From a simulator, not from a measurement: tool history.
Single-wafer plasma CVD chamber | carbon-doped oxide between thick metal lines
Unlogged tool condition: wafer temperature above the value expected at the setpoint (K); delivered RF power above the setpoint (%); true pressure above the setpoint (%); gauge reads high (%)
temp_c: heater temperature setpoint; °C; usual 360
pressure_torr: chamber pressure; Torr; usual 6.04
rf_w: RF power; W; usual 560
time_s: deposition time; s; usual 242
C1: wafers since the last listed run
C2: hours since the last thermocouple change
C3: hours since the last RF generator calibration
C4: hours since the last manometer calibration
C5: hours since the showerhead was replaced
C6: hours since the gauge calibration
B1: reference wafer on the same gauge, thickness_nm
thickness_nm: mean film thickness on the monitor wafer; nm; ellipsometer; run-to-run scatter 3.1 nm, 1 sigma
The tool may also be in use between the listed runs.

run 1 hour=0 | temp_c=356 pressure_torr=6.04 rf_w=560 time_s=242 | C1=0 C2=1942.2 C3=1760.3 C4=2401.2 C5=4857.2 C6=53.1 | B1=1500.869 | thickness_nm=1291.362
run 2 hour=19.7 | temp_c=356 pressure_torr=6.04 rf_w=560 time_s=242 | C1=124 C2=1961.9 C3=1780 C4=2420.9 C5=4876.9 C6=72.8 | B1=1499.485 | thickness_nm=1287.28
run 3 hour=53.2 | temp_c=360 pressure_torr=6.04 rf_w=605 time_s=242 | C1=211 C2=1995.4 C3=1813.5 C4=2454.4 C5=4910.4 C6=106.3 | B1=1500.14 | thickness_nm=1343.191
run 4 hour=67.5 | temp_c=360 pressure_torr=6.04 rf_w=605 time_s=242 | C1=90 C2=2009.7 C3=1827.8 C4=2468.7 C5=4924.7 C6=120.6 | B1=1500.476 | thickness_nm=1344.131
run 5 hour=90 | temp_c=360 pressure_torr=6.04 rf_w=650 time_s=242 | C1=142 C2=2032.2 C3=1850.3 C4=2491.2 C5=4947.2 C6=143.1 | B1=1499.125 | thickness_nm=1397.591
run 6 hour=123.6 | temp_c=360 pressure_torr=6.04 rf_w=650 time_s=242 | C1=212 C2=2065.8 C3=1883.9 C4=2524.8 C5=4980.8 C6=176.7 | B1=1500.217 | thickness_nm=1402.272
-- hour=146.7 capacitance manometer re-zeroed and calibrated
run 7 hour=147.2 | temp_c=354 pressure_torr=6.04 rf_w=560 time_s=242 | C1=98 C2=2089.4 C3=1907.5 C4=0.5 C5=5004.4 C6=200.3 | B1=1498.655 | thickness_nm=1288.83
-- hour=169.2 thermocouple changed; heater temperature recalibrated
run 8 hour=173.8 | temp_c=369 pressure_torr=6.04 rf_w=500 time_s=242 | C1=117 C2=4.6 C3=1934.1 C4=27.1 C5=5031 C6=226.9 | B1=1500.491 | thickness_nm=1145.666
run 9 hour=188.8 | temp_c=360 pressure_torr=6.04 rf_w=560 time_s=269 | C1=94 C2=19.6 C3=1949.1 C4=42.1 C5=5046 C6=241.9 | B1=1500.272 | thickness_nm=1410.865
-- hour=211.2 RF generator calibrated
run 10 hour=215.6 | temp_c=360 pressure_torr=6.04 rf_w=560 time_s=209 | C1=118 C2=46.4 C3=4.4 C4=68.9 C5=5072.8 C6=268.7 | B1=1500.071 | thickness_nm=1165.221
-- hour=239.6 showerhead replaced, of another model than before
run 11 hour=240.1 | temp_c=345 pressure_torr=6.04 rf_w=455 time_s=203 | C1=104 C2=70.9 C3=28.9 C4=93.4 C5=0.5 C6=293.2 | B1=1500.263 | thickness_nm=920.421
run 12 hour=257.5 | temp_c=360 pressure_torr=6.04 rf_w=650 time_s=242 | C1=110 C2=88.3 C3=46.3 C4=110.8 C5=17.9 C6=310.6 | B1=1499.686 | thickness_nm=1535.186
run 13 hour=270.2 | temp_c=360 pressure_torr=6.04 rf_w=560 time_s=285 | C1=80 C2=101 C3=59 C4=123.5 C5=30.6 C6=323.3 | B1=1500.217 | thickness_nm=1571.967
-- hour=299.2 gauge calibrated
run 14 hour=376.2 | temp_c=360 pressure_torr=6.04 rf_w=560 time_s=242 | C1=670 C2=207 C3=165 C4=229.5 C5=136.6 C6=77 | B1=1500.336 | thickness_nm=1320.558

Here are 4 independent what-if runs from the current tool condition. What would each one return?
run A hour=376.7 | temp_c=360 pressure_torr=6.04 rf_w=560 time_s=242 | C1=3 C2=207.5 C3=165.5 C4=230 C5=137.1 C6=77.5 | B1=? | thickness_nm=?
run B hour=376.7 | temp_c=360 pressure_torr=4.62 rf_w=560 time_s=242 | C1=3 C2=207.5 C3=165.5 C4=230 C5=137.1 C6=77.5 | B1=? | thickness_nm=?
run C hour=376.7 | temp_c=360 pressure_torr=4.57 rf_w=560 time_s=207 | C1=3 C2=207.5 C3=165.5 C4=230 C5=137.1 C6=77.5 | B1=? | thickness_nm=?
run D hour=376.7 | temp_c=360 pressure_torr=6.04 rf_w=515 time_s=205 | C1=3 C2=207.5 C3=165.5 C4=230 C5=137.1 C6=77.5 | B1=? | thickness_nm=?

run=A B1=1500.072 thickness_nm=1323.229
run=B B1=1500.072 thickness_nm=1214.866
run=C B1=1500.072 thickness_nm=1035.632
run=D B1=1500.072 thickness_nm=1028.533
With the hidden condition removed and each run's random variation left untouched, the same runs would have given:
run=A thickness_nm=1352.3
run=B thickness_nm=1241.556
run=C thickness_nm=1058.385
run=D thickness_nm=1052.001

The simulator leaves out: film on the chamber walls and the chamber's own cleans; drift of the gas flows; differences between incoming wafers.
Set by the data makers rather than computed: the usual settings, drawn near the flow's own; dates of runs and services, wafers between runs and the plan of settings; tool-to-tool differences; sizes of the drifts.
